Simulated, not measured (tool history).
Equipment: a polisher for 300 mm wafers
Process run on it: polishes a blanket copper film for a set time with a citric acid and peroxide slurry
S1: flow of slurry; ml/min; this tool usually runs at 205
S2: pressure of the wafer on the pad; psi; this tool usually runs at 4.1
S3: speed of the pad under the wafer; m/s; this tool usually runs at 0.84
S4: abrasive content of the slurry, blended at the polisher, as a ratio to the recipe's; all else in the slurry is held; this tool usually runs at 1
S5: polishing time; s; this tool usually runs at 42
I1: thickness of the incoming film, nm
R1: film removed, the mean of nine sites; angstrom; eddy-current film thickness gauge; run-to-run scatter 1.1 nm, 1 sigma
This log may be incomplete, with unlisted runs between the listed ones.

run	day	S1	S2	S3	S4	S5	I1	R1
1	0	205	4.1	0.84	1	42	965.9	900
2	2.871	205	4.1	0.84	1	42	971	888
3	4.779	205	4.1	0.84	1	42	975.1	868
4	7.625	205	4.1	0.84	1	42	968.9	862
5	10.942	205	4.1	0.84	1	42	964.1	885
# day 14.767: worn pad replaced by a new one
# day 14.796: slurry blender recalibrated
6	15.233	205	4.1	0.84	1	42	970.8	888
7	19.088	205	4.1	0.96	1	42	966.3	988
# day 22.012: slurry nozzle cleaned
8	22.708	205	3	1.08	0.8	42	956.5	881
9	26.946	205	4.1	0.84	1	42	978.3	921
10	30.971	145	4.1	0.84	1.1	37	949.2	767
11	32.546	205	3.6	0.84	1	42	971.9	834
12	36.554	205	2.9	0.64	1.25	42	959.6	586
13	40.762	180	4.1	0.74	1	42	961.5	745
14	42.533	205	4.1	0.84	1	46	961.3	947
# day 43.525: slurry blender recalibrated
15	45.758	160	4.1	0.84	0.8	42	961.9	765
16	47.325	205	4.9	0.84	1	42	958.1	987
# day 48.708: worn pad replaced by a new one
17	48.858	205	5.3	1.1	0.75	47	942.9	1378
18	50.833	255	4.1	0.84	1	42	965.6	911
# day 58.679: head pressure recalibrated
# day 59.188: slurry nozzle cleaned
19	60.762	205	4.1	0.84	1	42	965.7	919
20	64.058	205	4.1	0.84	1	57	952.3	1250
21	67.85	205	4.1	0.84	1.15	42	943.5	927
22	71.062	205	4.1	0.84	1	42	940.7	896
# day 72.596: slurry blender recalibrated
23	73.479	180	4.1	0.84	0.9	42	956.2	836
24	77	275	4.1	1.08	1	48	958.9	1356
25	80.304	205	4.1	0.84	1	42	970.8	885
# day 81.908: worn pad replaced by a new one
26	93.358	180	4.1	0.84	1	42	962.1	836
27	96.188	185	4.1	0.84	1	42	957.8	843
# day 96.392: slurry nozzle cleaned
28	97.717	205	4.1	0.58	1	42	957.6	652
29	100.854	205	3.1	0.74	0.75	42	954.5	593
# day 101.658: slurry blender recalibrated
30	103.579	205	4.5	0.84	1.3	50	959.5	1231
31	107.304	275	4.1	0.84	1	29	945	645

Forecast each of these 3 alternatives for the next run:
A	107.321	205	4.1	0.84	1	42	952.6	?
B	107.321	205	4.1	0.84	1.1	42	952.6	?
C	107.321	205	3.3	1.08	1.3	33	952.6	?

run	R1
A	881
B	910
C	827
With the hidden condition removed and each run's random variation left untouched, the same runs would have given:
run	R1
A	929
B	960
C	873

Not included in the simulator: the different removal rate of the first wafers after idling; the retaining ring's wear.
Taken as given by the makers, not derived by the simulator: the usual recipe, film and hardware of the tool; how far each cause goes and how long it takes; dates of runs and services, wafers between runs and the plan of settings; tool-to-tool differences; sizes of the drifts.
